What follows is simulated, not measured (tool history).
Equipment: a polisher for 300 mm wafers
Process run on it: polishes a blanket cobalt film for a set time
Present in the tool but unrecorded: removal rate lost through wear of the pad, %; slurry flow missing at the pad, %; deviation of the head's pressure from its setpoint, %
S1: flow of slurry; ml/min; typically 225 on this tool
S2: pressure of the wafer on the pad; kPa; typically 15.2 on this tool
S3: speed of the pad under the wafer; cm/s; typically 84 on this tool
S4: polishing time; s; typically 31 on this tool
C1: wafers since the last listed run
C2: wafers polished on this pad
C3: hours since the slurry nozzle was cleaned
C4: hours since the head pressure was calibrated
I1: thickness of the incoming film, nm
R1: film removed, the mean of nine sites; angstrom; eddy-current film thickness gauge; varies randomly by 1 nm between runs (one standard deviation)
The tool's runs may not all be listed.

{"run": 1, "hour": 0.0, "S1": 225, "S2": 15.2, "S3": 66, "S4": 31, "C1": 0, "C2": 2466, "C3": 334.7, "C4": 349.1, "I1": 980.7, "R1": 882}
{"hour": 58.5, "done": "slurry nozzle cleaned"}
{"run": 2, "hour": 61.8, "S1": 225, "S2": 15.2, "S3": 84, "S4": 31, "C1": 940, "C2": 3406, "C3": 3.3, "C4": 410.9, "I1": 980.0, "R1": 1175}
{"hour": 81.8, "done": "worn pad replaced by a new one"}
{"run": 3, "hour": 113.7, "S1": 225, "S2": 15.2, "S3": 84, "S4": 31, "C1": 740, "C2": 493, "C3": 55.2, "C4": 462.8, "I1": 971.7, "R1": 1166}
{"run": 4, "hour": 161.6, "S1": 225, "S2": 15.2, "S3": 84, "S4": 23, "C1": 740, "C2": 1234, "C3": 103.1, "C4": 510.7, "I1": 962.7, "R1": 880}
{"run": 5, "hour": 203.8, "S1": 225, "S2": 15.2, "S3": 84, "S4": 31, "C1": 652, "C2": 1886, "C3": 145.3, "C4": 552.9, "I1": 966.3, "R1": 1178}
{"run": 6, "hour": 265.5, "S1": 225, "S2": 15.2, "S3": 84, "S4": 31, "C1": 954, "C2": 2841, "C3": 207.0, "C4": 614.6, "I1": 961.0, "R1": 1157}
{"hour": 299.4, "done": "worn pad replaced by a new one"}
{"run": 7, "hour": 381.6, "S1": 225, "S2": 15.2, "S3": 84, "S4": 31, "C1": 1733, "C2": 1271, "C3": 323.1, "C4": 730.7, "I1": 981.9, "R1": 1139}
{"run": 8, "hour": 451.0, "S1": 185, "S2": 15.2, "S3": 84, "S4": 31, "C1": 1073, "C2": 2344, "C3": 392.5, "C4": 800.1, "I1": 959.1, "R1": 1081}
{"hour": 465.9, "done": "head pressure recalibrated"}
{"hour": 494.5, "done": "slurry nozzle cleaned"}
{"hour": 505.3, "done": "worn pad replaced by a new one"}
{"run": 9, "hour": 548.9, "S1": 245, "S2": 18.6, "S3": 84, "S4": 31, "C1": 1405, "C2": 674, "C3": 54.4, "C4": 83.0, "I1": 971.4, "R1": 1477}
{"run": 10, "hour": 644.9, "S1": 245, "S2": 17.9, "S3": 84, "S4": 31, "C1": 1484, "C2": 2159, "C3": 150.4, "C4": 179.0, "I1": 963.7, "R1": 1386}
{"hour": 730.7, "done": "worn pad replaced by a new one"}
{"run": 11, "hour": 732.5, "S1": 245, "S2": 17.9, "S3": 84, "S4": 31, "C1": 1292, "C2": 27, "C3": 238.0, "C4": 266.6, "I1": 974.8, "R1": 1375}
{"run": 12, "hour": 777.5, "S1": 225, "S2": 16.5, "S3": 92, "S4": 31, "C1": 695, "C2": 723, "C3": 283.0, "C4": 311.6, "I1": 962.0, "R1": 1365}
{"run": 13, "hour": 817.5, "S1": 245, "S2": 17.9, "S3": 84, "S4": 31, "C1": 618, "C2": 1342, "C3": 323.0, "C4": 351.6, "I1": 970.8, "R1": 1379}
{"run": 14, "hour": 899.1, "S1": 225, "S2": 15.2, "S3": 84, "S4": 31, "C1": 1261, "C2": 2604, "C3": 404.6, "C4": 433.2, "I1": 965.3, "R1": 1107}
{"hour": 903.6, "done": "slurry nozzle cleaned"}
{"hour": 926.5, "done": "worn pad replaced by a new one"}
{"run": 15, "hour": 982.8, "S1": 225, "S2": 17.2, "S3": 84, "S4": 31, "C1": 1217, "C2": 870, "C3": 79.2, "C4": 516.9, "I1": 964.9, "R1": 1336}
{"run": 16, "hour": 1053.0, "S1": 225, "S2": 15.2, "S3": 84, "S4": 22, "C1": 1085, "C2": 1955, "C3": 149.4, "C4": 587.1, "I1": 966.0, "R1": 828}
{"run": 17, "hour": 1126.0, "S1": 160, "S2": 20.0, "S3": 84, "S4": 31, "C1": 1128, "C2": 3084, "C3": 222.4, "C4": 660.1, "I1": 984.8, "R1": 1464}

Consider 5 possible next runs. They are alternatives, not a sequence: every one starts from the tool as it was left by run 17. What does each give?
{"run": "A", "hour": 1126.4, "S1": 225, "S2": 15.2, "S3": 110, "S4": 31, "C1": 6, "C2": 3091, "C3": 222.8, "C4": 660.5, "I1": 961.8, "R1": "?"}
{"run": "B", "hour": 1126.4, "S1": 295, "S2": 20.0, "S3": 68, "S4": 31, "C1": 6, "C2": 3091, "C3": 222.8, "C4": 660.5, "I1": 961.8, "R1": "?"}
{"run": "C", "hour": 1126.4, "S1": 225, "S2": 15.2, "S3": 84, "S4": 28, "C1": 6, "C2": 3091, "C3": 222.8, "C4": 660.5, "I1": 961.8, "R1": "?"}
{"run": "D", "hour": 1126.4, "S1": 225, "S2": 17.9, "S3": 102, "S4": 39, "C1": 6, "C2": 3091, "C3": 222.8, "C4": 660.5, "I1": 961.8, "R1": "?"}
{"run": "E", "hour": 1126.4, "S1": 290, "S2": 15.2, "S3": 84, "S4": 31, "C1": 6, "C2": 3091, "C3": 222.8, "C4": 660.5, "I1": 961.8, "R1": "?"}

run=A R1=1512
run=B R1=1263
run=C R1=1043
run=D R1=2084
run=E R1=1182
What these runs would have given with no unlogged condition in the tool:
run=A R1=1540
run=B R1=1282
run=C R1=1062
run=D R1=2123
run=E R1=1200
